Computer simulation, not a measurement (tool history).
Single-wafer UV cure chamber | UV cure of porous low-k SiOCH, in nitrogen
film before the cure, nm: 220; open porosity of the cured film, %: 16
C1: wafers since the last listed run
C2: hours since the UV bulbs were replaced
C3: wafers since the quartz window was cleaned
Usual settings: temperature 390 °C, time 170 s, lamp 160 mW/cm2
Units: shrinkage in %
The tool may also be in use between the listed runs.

{"run": 1, "hour": 0.0, "temperature": 390, "time": 215, "lamp": 160, "C1": 0, "C2": 360.7, "C3": 6251, "shrinkage": 12.565}
{"run": 2, "hour": 72.0, "temperature": 390, "time": 215, "lamp": 160, "C1": 1241, "C2": 432.7, "C3": 7493, "shrinkage": 12.443}
{"hour": 133.0, "done": "quartz window cleaned"}
{"run": 3, "hour": 133.5, "temperature": 390, "time": 215, "lamp": 160, "C1": 922, "C2": 494.2, "C3": 8, "shrinkage": 12.76}
{"run": 4, "hour": 179.4, "temperature": 390, "time": 140, "lamp": 160, "C1": 791, "C2": 540.1, "C3": 800, "shrinkage": 10.99}
{"run": 5, "hour": 238.5, "temperature": 390, "time": 140, "lamp": 160, "C1": 1019, "C2": 599.2, "C3": 1819, "shrinkage": 10.654}
{"run": 6, "hour": 263.2, "temperature": 390, "time": 140, "lamp": 160, "C1": 425, "C2": 623.9, "C3": 2245, "shrinkage": 10.879}
{"run": 7, "hour": 363.3, "temperature": 390, "time": 170, "lamp": 160, "C1": 1726, "C2": 724.0, "C3": 3971, "shrinkage": 11.85}
{"run": 8, "hour": 404.1, "temperature": 390, "time": 170, "lamp": 160, "C1": 703, "C2": 764.8, "C3": 4675, "shrinkage": 11.644}
{"run": 9, "hour": 471.3, "temperature": 390, "time": 170, "lamp": 160, "C1": 1158, "C2": 832.0, "C3": 5833, "shrinkage": 11.513}
{"run": 10, "hour": 539.2, "temperature": 390, "time": 170, "lamp": 160, "C1": 1170, "C2": 899.9, "C3": 7004, "shrinkage": 11.27}
{"run": 11, "hour": 603.2, "temperature": 390, "time": 170, "lamp": 131, "C1": 1103, "C2": 963.9, "C3": 8108, "shrinkage": 10.344}
{"hour": 626.8, "done": "quartz window cleaned"}
{"run": 12, "hour": 639.8, "temperature": 390, "time": 170, "lamp": 160, "C1": 493, "C2": 1000.5, "C3": 224, "shrinkage": 12.044}
{"run": 13, "hour": 706.4, "temperature": 390, "time": 170, "lamp": 179, "C1": 1148, "C2": 1067.1, "C3": 1373, "shrinkage": 12.444}
{"run": 14, "hour": 731.8, "temperature": 390, "time": 170, "lamp": 179, "C1": 438, "C2": 1092.5, "C3": 1811, "shrinkage": 12.114}
{"run": 15, "hour": 790.5, "temperature": 390, "time": 170, "lamp": 160, "C1": 1012, "C2": 1151.2, "C3": 2823, "shrinkage": 11.766}
{"run": 16, "hour": 859.6, "temperature": 390, "time": 205, "lamp": 140, "C1": 1191, "C2": 1220.3, "C3": 4015, "shrinkage": 11.587}
{"run": 17, "hour": 918.8, "temperature": 390, "time": 205, "lamp": 140, "C1": 1020, "C2": 1279.5, "C3": 5036, "shrinkage": 11.817}
{"run": 18, "hour": 988.3, "temperature": 390, "time": 205, "lamp": 140, "C1": 1198, "C2": 1349.0, "C3": 6234, "shrinkage": 11.163}
{"run": 19, "hour": 1030.6, "temperature": 390, "time": 170, "lamp": 160, "C1": 729, "C2": 1391.3, "C3": 6964, "shrinkage": 11.303}
{"run": 20, "hour": 1094.1, "temperature": 403, "time": 170, "lamp": 160, "C1": 1095, "C2": 1454.8, "C3": 8059, "shrinkage": 11.188}
{"hour": 1134.9, "done": "quartz window cleaned"}
{"run": 21, "hour": 1152.2, "temperature": 390, "time": 170, "lamp": 160, "C1": 863, "C2": 1512.9, "C3": 298, "shrinkage": 11.698}
{"run": 22, "hour": 1190.4, "temperature": 390, "time": 170, "lamp": 160, "C1": 658, "C2": 1551.1, "C3": 957, "shrinkage": 11.395}
{"run": 23, "hour": 1227.7, "temperature": 390, "time": 170, "lamp": 160, "C1": 643, "C2": 1588.4, "C3": 1600, "shrinkage": 11.715}
{"run": 24, "hour": 1264.4, "temperature": 390, "time": 105, "lamp": 141, "C1": 632, "C2": 1625.1, "C3": 2233, "shrinkage": 9.285}
{"run": 25, "hour": 1333.9, "temperature": 390, "time": 170, "lamp": 120, "C1": 1198, "C2": 1694.6, "C3": 3432, "shrinkage": 10.162}
{"run": 26, "hour": 1392.2, "temperature": 399, "time": 255, "lamp": 160, "C1": 1005, "C2": 1752.9, "C3": 4437, "shrinkage": 13.389}
{"run": 27, "hour": 1436.7, "temperature": 390, "time": 140, "lamp": 160, "C1": 767, "C2": 1797.4, "C3": 5204, "shrinkage": 10.358}
{"run": 28, "hour": 1493.5, "temperature": 390, "time": 240, "lamp": 160, "C1": 979, "C2": 1854.2, "C3": 6184, "shrinkage": 12.87}
{"run": 29, "hour": 1553.7, "temperature": 390, "time": 105, "lamp": 160, "C1": 1038, "C2": 1914.4, "C3": 7222, "shrinkage": 8.994}
{"run": 30, "hour": 1595.6, "temperature": 375, "time": 110, "lamp": 160, "C1": 722, "C2": 1956.3, "C3": 7945, "shrinkage": 8.964}
{"run": 31, "hour": 1667.3, "temperature": 390, "time": 270, "lamp": 138, "C1": 1236, "C2": 2028.0, "C3": 9181, "shrinkage": 11.736}
{"run": 32, "hour": 1738.8, "temperature": 396, "time": 135, "lamp": 138, "C1": 1233, "C2": 2099.5, "C3": 10414, "shrinkage": 8.811}
{"hour": 1753.1, "done": "quartz window cleaned"}
{"run": 33, "hour": 1766.5, "temperature": 390, "time": 170, "lamp": 179, "C1": 339, "C2": 2127.2, "C3": 230, "shrinkage": 11.712}
{"run": 34, "hour": 1798.8, "temperature": 400, "time": 245, "lamp": 135, "C1": 557, "C2": 2159.5, "C3": 787, "shrinkage": 12.82}
{"run": 35, "hour": 1959.0, "temperature": 378, "time": 225, "lamp": 192, "C1": 2762, "C2": 2319.7, "C3": 3549, "shrinkage": 13.238}
{"run": 36, "hour": 2029.5, "temperature": 390, "time": 170, "lamp": 160, "C1": 1215, "C2": 2390.2, "C3": 4765, "shrinkage": 11.316}
{"run": 37, "hour": 2058.4, "temperature": 375, "time": 250, "lamp": 144, "C1": 498, "C2": 2419.1, "C3": 5264, "shrinkage": 12.327}
{"hour": 2111.9, "done": "UV bulbs replaced"}
{"run": 38, "hour": 2121.4, "temperature": 390, "time": 170, "lamp": 160, "C1": 948, "C2": 9.5, "C3": 6212, "shrinkage": 11.554}
{"run": 39, "hour": 2182.5, "temperature": 405, "time": 135, "lamp": 146, "C1": 1053, "C2": 70.6, "C3": 7266, "shrinkage": 10.199}
{"run": 40, "hour": 2242.7, "temperature": 403, "time": 170, "lamp": 160, "C1": 1038, "C2": 130.8, "C3": 8304, "shrinkage": 11.101}
{"run": 41, "hour": 2279.8, "temperature": 390, "time": 85, "lamp": 160, "C1": 639, "C2": 167.9, "C3": 8944, "shrinkage": 8.078}
{"run": 42, "hour": 2316.9, "temperature": 390, "time": 170, "lamp": 160, "C1": 639, "C2": 205.0, "C3": 9584, "shrinkage": 10.943}
{"hour": 2364.7, "done": "quartz window cleaned"}
{"run": 43, "hour": 2372.8, "temperature": 401, "time": 170, "lamp": 160, "C1": 826, "C2": 260.9, "C3": 140, "shrinkage": 12.213}

Run 44 comes next. What will it give?
{"run": 44, "hour": 2434.0, "temperature": 401, "time": 125, "lamp": 148, "C1": 1055, "C2": 322.1, "C3": 1195, "shrinkage": "?"}

shrinkage: 10.359 %
Without the tool's hidden state the same run would have given shrinkage 10.429 %.
